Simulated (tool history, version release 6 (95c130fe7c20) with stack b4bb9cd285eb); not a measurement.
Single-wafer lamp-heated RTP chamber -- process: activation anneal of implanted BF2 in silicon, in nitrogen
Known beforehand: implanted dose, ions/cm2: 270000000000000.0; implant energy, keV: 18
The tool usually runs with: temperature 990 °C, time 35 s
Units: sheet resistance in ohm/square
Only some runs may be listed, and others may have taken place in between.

run,hour,temperature,time,wafers since the last listed run,wafers since the last pyrometer calibration,wafers since the reflector plate was cleaned,hours since the gauge calibration,"read-back reference wafer on the same gauge, sheet resistance",sheet resistance
1,0.0,990,35,0,2029,835,575.6,461.87,401.74
# hour 61.4: pyrometer window cleaned and pyrometer calibrated
2,89.6,990,35,1057,365,1893,665.2,461.97,405.03
# hour 115.0: gauge calibrated
3,152.5,977,35,815,1180,2708,37.5,462.03,406.56
4,243.6,990,35,1180,2361,3888,128.6,461.89,401.80
# hour 272.7: reflector plate cleaned
5,287.4,990,39,463,2825,189,172.4,462.08,401.70
# hour 341.7: pyrometer window cleaned and pyrometer calibrated
6,386.0,990,35,1174,574,1364,271.0,461.80,403.29
7,490.3,990,35,1351,1925,2715,375.3,462.29,402.67
8,576.3,1009,35,1114,3040,3830,461.3,462.00,399.63
# hour 590.5: pyrometer window cleaned and pyrometer calibrated
# hour 612.4: reflector plate cleaned
9,664.7,990,25,938,857,677,549.7,461.98,405.40
10,763.2,1008,53,1276,2133,1954,648.2,462.04,394.76
# hour 788.9: gauge calibrated
# hour 815.9: pyrometer window cleaned and pyrometer calibrated
11,860.8,1001,24,1161,581,3115,71.9,461.95,404.15
12,934.4,999,20,953,1535,4068,145.5,461.98,405.31
# hour 966.4: reflector plate cleaned
13,1049.3,990,35,1385,2920,1074,260.4,462.11,401.49
# hour 1079.6: pyrometer window cleaned and pyrometer calibrated
14,1118.3,974,35,790,501,1864,329.4,462.25,408.11
15,1185.7,990,45,873,1375,2738,396.8,461.82,399.69
16,1247.6,966,52,802,2177,3540,458.7,462.01,405.38

Run-by-run hidden state of the tool:
wafer temperature error from the tarnished reflector plate, K: 0 across all the runs
gauge reads high (%): 0 across all the runs
H1: true wafer temperature minus pyrometer reading, K
run,H1
1,11.2
2,4.01
3,8.78
4,11.6
5,12.2
6,5.78
7,11.1
8,12.4
9,8.44
10,12
11,6.48
12,10.8
13,13.1
14,6.6
15,11
16,12.8
